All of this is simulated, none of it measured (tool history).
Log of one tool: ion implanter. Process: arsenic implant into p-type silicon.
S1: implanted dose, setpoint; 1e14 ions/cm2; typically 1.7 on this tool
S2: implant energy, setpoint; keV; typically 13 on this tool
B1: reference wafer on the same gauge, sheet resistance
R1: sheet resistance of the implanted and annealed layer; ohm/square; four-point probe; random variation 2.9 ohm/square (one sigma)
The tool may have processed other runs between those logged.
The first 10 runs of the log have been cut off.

| run | hour | S1 | S2 | B1 | R1 |
|---|---|---|---|---|---|
| 11 | 937.1 | 1.7 | 13 | 505.33 | 501.32 |
|  | 952.3 | extraction supply calibrated |
| 12 | 1028.5 | 1.7 | 13 | 504.73 | 504.81 |
| 13 | 1097.7 | 1.7 | 13 | 504.84 | 507.39 |
|  | 1135.1 | gauge calibrated |
| 14 | 1187.4 | 1.7 | 13 | 505.3 | 510.45 |
| 15 | 1260.7 | 1.7 | 13 | 504.21 | 516 |
| 16 | 1338.8 | 1.4 | 13 | 505.08 | 593.82 |
|  | 1350.5 | Faraday cup replaced and dose calibrated |
| 17 | 1383.8 | 1.7 | 13 | 504.28 | 496.36 |
| 18 | 1621 | 1.95 | 13 | 504.94 | 440.17 |
| 19 | 1682.5 | 1.88 | 9 | 505.2 | 475.01 |
| 20 | 1742 | 1.52 | 13 | 504.38 | 531.43 |
| 21 | 1814 | 1.7 | 13 | 504.74 | 487.99 |
| 22 | 1891.2 | 1.41 | 9 | 504.59 | 595.45 |
| 23 | 1969.5 | 1.27 | 10.5 | 505.2 | 632.69 |
| 24 | 2075.7 | 1.7 | 14.5 | 505.24 | 490.08 |
| 25 | 2118.7 | 1.7 | 13 | 505.21 | 496.03 |
| 26 | 2224.3 | 1.36 | 11.5 | 505.25 | 599.74 |
| 27 | 2302.6 | 1.7 | 13 | 504.75 | 500.5 |
| 28 | 2542.7 | 1.57 | 14 | 505.33 | 529.13 |
| 29 | 2595.7 | 1.88 | 11 | 504.88 | 479.3 |
| 30 | 2642.4 | 2 | 9.5 | 505.12 | 467.24 |
| 31 | 2688.7 | 1.47 | 10.5 | 505.47 | 581.96 |
| 32 | 2730 | 1.31 | 13 | 504.8 | 613.44 |
| 33 | 2798.9 | 1.7 | 12 | 505.31 | 511.37 |
|  | 2841.3 | Faraday cup replaced and dose calibrated |
| 34 | 2887.2 | 2.02 | 15.5 | 505.23 | 423.51 |

Alternative continuations, all from the tool just after run 34; predict every row:
| A | 2887.6 | 2.18 | 13 | ? | ? |
| B | 2887.6 | 2.04 | 11.5 | ? | ? |
| C | 2887.6 | 1.47 | 13 | ? | ? |

| run | B1 | R1 |
|---|---|---|
| A | 505 | 405.7 |
| B | 505 | 433.04 |
| C | 505 | 542.68 |
With no hidden state in the tool, these same runs would have given:
| run | R1 |
|---|---|
| A | 405.09 |
| B | 432.38 |
| C | 541.87 |
